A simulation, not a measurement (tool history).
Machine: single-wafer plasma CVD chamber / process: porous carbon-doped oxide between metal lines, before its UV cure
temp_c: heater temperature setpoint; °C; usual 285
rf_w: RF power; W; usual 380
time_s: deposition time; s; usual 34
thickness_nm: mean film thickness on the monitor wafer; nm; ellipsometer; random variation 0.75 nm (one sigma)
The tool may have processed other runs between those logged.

run,hour,temp_c,rf_w,time_s,"read-back reference wafer on the same gauge, thickness_nm",thickness_nm
1,0,285,380,39.2,152.732,181.781
2,51.5,285,380,39.2,152.618,181.503
3,86.2,285,380,39.2,152.434,179.945
4,136.5,285,380,34,152.113,157.155
5,197.1,285,380,34,152.027,156.251
6,221.6,285,380,34,151.823,156.965
7,248.4,293,380,34,151.722,148.349
8,307.7,285,365,34,151.502,152.517
# hour 352.1: thermocouple changed; heater temperature recalibrated
9,359.4,285,365,34,151.297,150.978
10,387.5,285,380,34,151.161,154.62
11,457.3,285,380,34,150.748,156.328
12,492.8,285,310,31.9,150.531,122.262
13,573.4,298,440,37.6,150.302,177.475
# hour 608.5: showerhead replaced
14,624.7,285,415,28.6,150.003,140.937
# hour 665.6: gauge calibrated
# hour 697.3: RF generator calibrated
15,697.8,285,420,34,153.91,172.365
16,727.8,298,380,37.1,153.803,160.2
17,785.4,299,380,32.1,153.584,137.11
18,854.9,274,405,38.6,153.209,204.16
19,895.9,285,380,34,153.019,159.34
20,938,285,435,34,152.816,178.573
21,964.4,298,380,37.1,152.667,158.85

What if the next run were any one of these 3? Each begins from the tool's condition after run 21:
A,964.8,285,430,34,?,?
B,964.8,285,330,38.9,?,?
C,964.8,285,355,34,?,?

run,"read-back reference wafer on the same gauge, thickness_nm",thickness_nm
A,152.868,175.906
B,152.868,159.14
C,152.868,149.017
Take away the tool's hidden state, keep each run's random variation, and the runs would have read:
run,thickness_nm
A,177.355
B,160.45
C,150.244
